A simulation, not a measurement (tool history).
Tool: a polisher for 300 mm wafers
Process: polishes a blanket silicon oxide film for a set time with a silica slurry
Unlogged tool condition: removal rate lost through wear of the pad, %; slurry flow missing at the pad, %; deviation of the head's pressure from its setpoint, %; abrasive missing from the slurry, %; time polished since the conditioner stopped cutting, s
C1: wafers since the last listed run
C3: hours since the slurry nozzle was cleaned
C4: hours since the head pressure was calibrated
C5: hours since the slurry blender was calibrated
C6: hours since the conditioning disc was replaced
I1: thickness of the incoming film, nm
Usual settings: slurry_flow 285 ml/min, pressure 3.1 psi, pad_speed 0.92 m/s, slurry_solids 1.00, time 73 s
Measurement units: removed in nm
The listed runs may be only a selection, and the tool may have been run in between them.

Run 1, day 0.000: usual settings; C1 0; wafers polished on this pad 4221; C3 343.2; C4 266.7; C5 24.7; C6 411.7; I1 1116.6. Result: removed 125.9 nm.
Run 2, day 2.958: usual settings but pressure 2.8 psi, time 94 s; C1 756; wafers polished on this pad 4977; C3 414.2; C4 337.7; C5 95.7; C6 482.7; I1 1115.7. Result: removed 154.8 nm.
At day 4.288: conditioning disc replaced and pad reconditioned.
Run 3, day 5.883: usual settings; C1 726; wafers polished on this pad 5704; C3 484.4; C4 407.9; C5 165.9; C6 38.3; I1 1118.3. Result: removed 126.4 nm.
At day 7.129: worn pad replaced by a new one.
Run 4, day 8.212: usual settings but pressure 2.3 psi, slurry_solids 1.15; C1 552; wafers polished on this pad 276; C3 540.3; C4 463.8; C5 221.8; C6 94.2; I1 1112.5. Result: removed 112.8 nm.
Run 5, day 9.942: usual settings but slurry_flow 210 ml/min, pad_speed 1.04 m/s; C1 442; wafers polished on this pad 718; C3 581.8; C4 505.3; C5 263.3; C6 135.7; I1 1120.6. Result: removed 142.3 nm.
Run 6, day 11.538: usual settings; C1 408; wafers polished on this pad 1126; C3 620.1; C4 543.6; C5 301.6; C6 174.0; I1 1105.9. Result: removed 128.9 nm.
Run 7, day 12.800: usual settings but slurry_solids 0.95; C1 322; wafers polished on this pad 1449; C3 650.4; C4 573.9; C5 331.9; C6 204.3; I1 1115.8. Result: removed 126.4 nm.
Run 8, day 17.021: usual settings but pad_speed 1.14 m/s; C1 1079; wafers polished on this pad 2528; C3 751.7; C4 675.2; C5 433.2; C6 305.6; I1 1102.7. Result: removed 152.3 nm.
At day 18.729: slurry nozzle cleaned.
Run 9, day 19.492: usual settings; C1 621; wafers polished on this pad 3150; C3 18.3; C4 734.5; C5 492.5; C6 364.9; I1 1113.4. Result: removed 130.1 nm.
At day 21.754: slurry blender recalibrated.
Run 10, day 22.046: usual settings but slurry_flow 240 ml/min, slurry_solids 1.25; C1 631; wafers polished on this pad 3782; C3 79.6; C4 795.8; C5 7.0; C6 426.2; I1 1113.6. Result: removed 137.7 nm.
Run 11, day 24.142: usual settings but slurry_flow 245 ml/min, pressure 3.7 psi, pad_speed 0.82 m/s, slurry_solids 1.15; C1 535; wafers polished on this pad 4317; C3 129.9; C4 846.1; C5 57.3; C6 476.5; I1 1129.9. Result: removed 136.4 nm.
Run 12, day 25.650: usual settings but pressure 2.7 psi, time 59 s; C1 385; wafers polished on this pad 4703; C3 166.1; C4 882.3; C5 93.5; C6 512.7; I1 1127.5. Result: removed 95.1 nm.
At day 27.429: conditioning disc replaced and pad reconditioned.
At day 27.542: worn pad replaced by a new one.
Run 13, day 28.283: usual settings but pad_speed 0.64 m/s, slurry_solids 1.20; C1 623; wafers polished on this pad 190; C3 229.3; C4 945.5; C5 156.7; C6 20.5; I1 1129.4. Result: removed 102.1 nm.
Run 14, day 29.338: usual settings but pad_speed 0.84 m/s, time 59 s; C1 269; wafers polished on this pad 459; C3 254.6; C4 970.8; C5 182.0; C6 45.8; I1 1097.9. Result: removed 94.4 nm.
Run 15, day 32.146: usual settings but slurry_flow 260 ml/min, pressure 3.7 psi, pad_speed 1.12 m/s, time 90 s; C1 718; wafers polished on this pad 1177; C3 322.0; C4 1038.2; C5 249.4; C6 113.2; I1 1116.9. Result: removed 206.2 nm.
Run 16, day 33.892: usual settings; C1 446; wafers polished on this pad 1624; C3 363.9; C4 1080.1; C5 291.3; C6 155.1; I1 1114.5. Result: removed 126.2 nm.
Run 17, day 36.504: usual settings but slurry_flow 375 ml/min, pressure 3.6 psi, pad_speed 1.08 m/s, slurry_solids 0.80; C1 668; wafers polished on this pad 2292; C3 426.6; C4 1142.8; C5 354.0; C6 217.8; I1 1102.9. Result: removed 147.2 nm.
Run 18, day 39.383: usual settings but slurry_flow 375 ml/min, pressure 3.6 psi, pad_speed 1.08 m/s, slurry_solids 0.80; C1 736; wafers polished on this pad 3028; C3 495.7; C4 1211.9; C5 423.1; C6 286.9; I1 1138.5. Result: removed 149.5 nm.
Run 19, day 41.125: usual settings; C1 445; wafers polished on this pad 3473; C3 537.5; C4 1253.7; C5 464.9; C6 328.7; I1 1097.8. Result: removed 130.1 nm.
Run 20, day 43.033: usual settings but time 52 s; C1 487; wafers polished on this pad 3961; C3 583.3; C4 1299.5; C5 510.7; C6 374.5; I1 1113.8. Result: removed 91.7 nm.
At day 44.717: slurry blender recalibrated.
Run 21, day 45.683: usual settings; C1 656; wafers polished on this pad 4618; C3 646.9; C4 1363.1; C5 23.2; C6 438.1; I1 1108.1. Result: removed 129.1 nm.
Run 22, day 47.879: usual settings but time 96 s; C1 561; wafers polished on this pad 5179; C3 699.6; C4 1415.8; C5 75.9; C6 490.8; I1 1130.8. Result: removed 168.8 nm.
At day 50.042: conditioning disc replaced and pad reconditioned.
Run 23, day 50.533: usual settings but slurry_flow 220 ml/min, pressure 2.7 psi, slurry_solids 0.90, time 54 s; C1 657; wafers polished on this pad 5837; C3 763.3; C4 1479.5; C5 139.6; C6 11.8; I1 1122.2. Result: removed 81.4 nm.
At day 51.671: worn pad replaced by a new one.
Run 24, day 52.567: usual settings but pressure 2.5 psi, pad_speed 0.74 m/s; C1 477; wafers polished on this pad 229; C3 812.1; C4 1528.3; C5 188.4; C6 60.6; I1 1123.3. Result: removed 93.2 nm.

What if the next run were any one of these 5? Each begins from the tool's condition after run 24:
Run A, day 52.583: usual settings; C1 4; wafers polished on this pad 233; C3 812.5; C4 1528.7; C5 188.8; C6 61.0; I1 1115.3. Result: removed ?.
Run B, day 52.583: usual settings but slurry_flow 195 ml/min, slurry_solids 0.90; C1 4; wafers polished on this pad 233; C3 812.5; C4 1528.7; C5 188.8; C6 61.0; I1 1115.3. Result: removed ?.
Run C, day 52.583: usual settings but pressure 3.8 psi, pad_speed 0.64 m/s, time 50 s; C1 4; wafers polished on this pad 233; C3 812.5; C4 1528.7; C5 188.8; C6 61.0; I1 1115.3. Result: removed ?.
Run D, day 52.583: usual settings but slurry_flow 245 ml/min, pressure 2.1 psi; C1 4; wafers polished on this pad 233; C3 812.5; C4 1528.7; C5 188.8; C6 61.0; I1 1115.3. Result: removed ?.
Run E, day 52.583: usual settings but slurry_flow 325 ml/min, pressure 2.1 psi; C1 4; wafers polished on this pad 233; C3 812.5; C4 1528.7; C5 188.8; C6 61.0; I1 1115.3. Result: removed ?.

run  removed
  A    130.2
  B    121.4
  C     76.3
  D    102.5
  E    104.2
With the hidden condition removed and each run's random variation left untouched, the same runs would have given:
run  removed
  A    130.2
  B    121.4
  C     76.3
  D    102.5
  E    104.2
